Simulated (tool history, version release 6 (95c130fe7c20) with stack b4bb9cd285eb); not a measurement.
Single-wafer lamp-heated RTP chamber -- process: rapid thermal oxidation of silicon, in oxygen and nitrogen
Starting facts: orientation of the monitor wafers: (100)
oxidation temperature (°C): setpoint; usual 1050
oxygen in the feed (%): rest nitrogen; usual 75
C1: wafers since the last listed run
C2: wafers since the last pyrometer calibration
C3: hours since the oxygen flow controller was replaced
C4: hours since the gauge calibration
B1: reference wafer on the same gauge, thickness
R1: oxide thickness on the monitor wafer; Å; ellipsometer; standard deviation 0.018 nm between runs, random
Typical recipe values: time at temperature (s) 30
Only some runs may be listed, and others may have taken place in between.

run 1 day=0.000 | oxidation_temperature_(°C)=1050 time_at_temperature_(s)=30 oxygen_in_the_feed_(%)=75 | C1=0 C2=2471 C3=6355.9 C4=502.5 | B1=6.919 | R1=61.34
run 2 day=1.954 | oxidation_temperature_(°C)=1050 time_at_temperature_(s)=30 oxygen_in_the_feed_(%)=75 | C1=440 C2=2911 C3=6402.8 C4=549.4 | B1=6.915 | R1=61.11
run 3 day=4.633 | oxidation_temperature_(°C)=1050 time_at_temperature_(s)=30 oxygen_in_the_feed_(%)=75 | C1=603 C2=3515 C3=6467.1 C4=613.7 | B1=6.922 | R1=61.82
run 4 day=6.092 | oxidation_temperature_(°C)=1050 time_at_temperature_(s)=30 oxygen_in_the_feed_(%)=75 | C1=328 C2=3843 C3=6502.1 C4=648.7 | B1=6.921 | R1=61.52
run 5 day=7.971 | oxidation_temperature_(°C)=1050 time_at_temperature_(s)=30 oxygen_in_the_feed_(%)=75 | C1=423 C2=4266 C3=6547.2 C4=693.8 | B1=6.925 | R1=62.04
run 6 day=9.154 | oxidation_temperature_(°C)=1050 time_at_temperature_(s)=30 oxygen_in_the_feed_(%)=75 | C1=266 C2=4533 C3=6575.6 C4=722.2 | B1=6.924 | R1=62.18
run 7 day=11.958 | oxidation_temperature_(°C)=1050 time_at_temperature_(s)=30 oxygen_in_the_feed_(%)=75 | C1=631 C2=5164 C3=6642.9 C4=789.5 | B1=6.918 | R1=62.29
-- day=12.938 pyrometer window cleaned and pyrometer calibrated
run 8 day=14.546 | oxidation_temperature_(°C)=1050 time_at_temperature_(s)=30 oxygen_in_the_feed_(%)=75 | C1=507 C2=361 C3=6705.0 C4=851.6 | B1=6.922 | R1=64.81
run 9 day=16.946 | oxidation_temperature_(°C)=1050 time_at_temperature_(s)=30 oxygen_in_the_feed_(%)=75 | C1=540 C2=902 C3=6762.6 C4=909.2 | B1=6.915 | R1=64.68
-- day=19.521 pyrometer window cleaned and pyrometer calibrated, repeated, since the last time left the tool worse
-- day=22.433 oxygen flow controller replaced
run 10 day=22.700 | oxidation_temperature_(°C)=1050 time_at_temperature_(s)=30 oxygen_in_the_feed_(%)=75 | C1=1145 C2=641 C3=6.4 C4=1047.3 | B1=6.919 | R1=60.37
run 11 day=25.267 | oxidation_temperature_(°C)=1050 time_at_temperature_(s)=30 oxygen_in_the_feed_(%)=75 | C1=578 C2=1219 C3=68.0 C4=1108.9 | B1=6.920 | R1=60.72
run 12 day=27.596 | oxidation_temperature_(°C)=1074 time_at_temperature_(s)=30 oxygen_in_the_feed_(%)=88 | C1=524 C2=1743 C3=123.9 C4=1164.8 | B1=6.914 | R1=76.03
-- day=28.162 gauge calibrated
run 13 day=29.808 | oxidation_temperature_(°C)=1050 time_at_temperature_(s)=30 oxygen_in_the_feed_(%)=75 | C1=498 C2=2242 C3=177.0 C4=39.5 | B1=6.921 | R1=60.98

Run 14, settings as shown, results not yet in. Your forecast:
run 14 day=31.642 | oxidation_temperature_(°C)=1062 time_at_temperature_(s)=40 oxygen_in_the_feed_(%)=75 | C1=412 C2=2655 C3=221.0 C4=83.5 | B1=? | R1=?

For run 14 the tool returned B1 6.919, R1 74.56 Å.
With no hidden state in the tool, this same run would have given R1 72.89 Å.

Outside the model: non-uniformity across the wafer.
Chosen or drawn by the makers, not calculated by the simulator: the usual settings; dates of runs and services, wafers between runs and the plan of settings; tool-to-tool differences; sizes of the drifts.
